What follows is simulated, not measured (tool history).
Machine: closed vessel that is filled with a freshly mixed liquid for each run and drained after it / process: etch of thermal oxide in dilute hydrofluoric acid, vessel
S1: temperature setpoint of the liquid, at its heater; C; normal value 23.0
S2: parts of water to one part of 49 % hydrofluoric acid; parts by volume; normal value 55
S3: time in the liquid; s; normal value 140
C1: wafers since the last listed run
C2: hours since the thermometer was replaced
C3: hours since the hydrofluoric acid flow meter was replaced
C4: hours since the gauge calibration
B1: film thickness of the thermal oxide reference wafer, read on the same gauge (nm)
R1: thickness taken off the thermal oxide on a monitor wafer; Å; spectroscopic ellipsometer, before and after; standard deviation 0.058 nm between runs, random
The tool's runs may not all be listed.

| run | hour | S1 | S2 | S3 | C1 | C2 | C3 | C4 | B1 | R1 |
|---|---|---|---|---|---|---|---|---|---|---|
| 1 | 0.0 | 23.0 | 45 | 100 | 0 | 1596.7 | 445.2 | 359.5 | 90.00 | 122.9 |
| 2 | 49.2 | 23.0 | 45 | 100 | 5079 | 1645.9 | 494.4 | 408.7 | 89.99 | 123.8 |
| 3 | 132.0 | 24.5 | 55 | 140 | 8548 | 1728.7 | 577.2 | 491.5 | 90.00 | 148.5 |
| 4 | 204.6 | 24.5 | 55 | 140 | 7495 | 1801.3 | 649.8 | 564.1 | 90.01 | 150.1 |
| 5 | 242.3 | 27.0 | 55 | 140 | 3892 | 1839.0 | 687.5 | 601.8 | 89.98 | 167.0 |
| 6 | 337.3 | 27.0 | 55 | 140 | 9808 | 1934.0 | 782.5 | 696.8 | 90.01 | 165.9 |
| 7 | 420.8 | 27.0 | 55 | 140 | 8621 | 2017.5 | 866.0 | 780.3 | 89.98 | 169.1 |
| 8 | 510.1 | 23.0 | 55 | 140 | 9219 | 2106.8 | 955.3 | 869.6 | 90.03 | 143.0 |
| 9 | 573.1 | 23.0 | 55 | 140 | 6504 | 2169.8 | 1018.3 | 932.6 | 90.01 | 146.1 |
| 10 | 675.4 | 23.0 | 55 | 140 | 10562 | 2272.1 | 1120.6 | 1034.9 | 90.03 | 146.2 |
| 11 | 775.4 | 26.5 | 55 | 140 | 10324 | 2372.1 | 1220.6 | 1134.9 | 89.99 | 168.5 |
|  | 783.4 | gauge calibrated |
|  | 839.2 | thermometer replaced |
|  | 861.7 | hydrofluoric acid flow meter replaced |
| 12 | 877.5 | 19.0 | 55 | 70 | 10335 | 38.3 | 15.8 | 94.1 | 90.00 | 54.9 |
| 13 | 941.3 | 23.0 | 55 | 175 | 6587 | 102.1 | 79.6 | 157.9 | 90.01 | 163.7 |
| 14 | 1047.5 | 19.0 | 55 | 90 | 10964 | 208.3 | 185.8 | 264.1 | 90.02 | 71.4 |

Forecast run 15:
| 15 | 1147.6 | 24.5 | 55 | 140 | 10335 | 308.4 | 285.9 | 364.2 | ? | ? |

{"run 15": {"B1": 90.01, "R1": 140.0}}
Were there no unlogged condition in the tool, this run, its random variation unchanged, would have produced R1 135.4 Å.
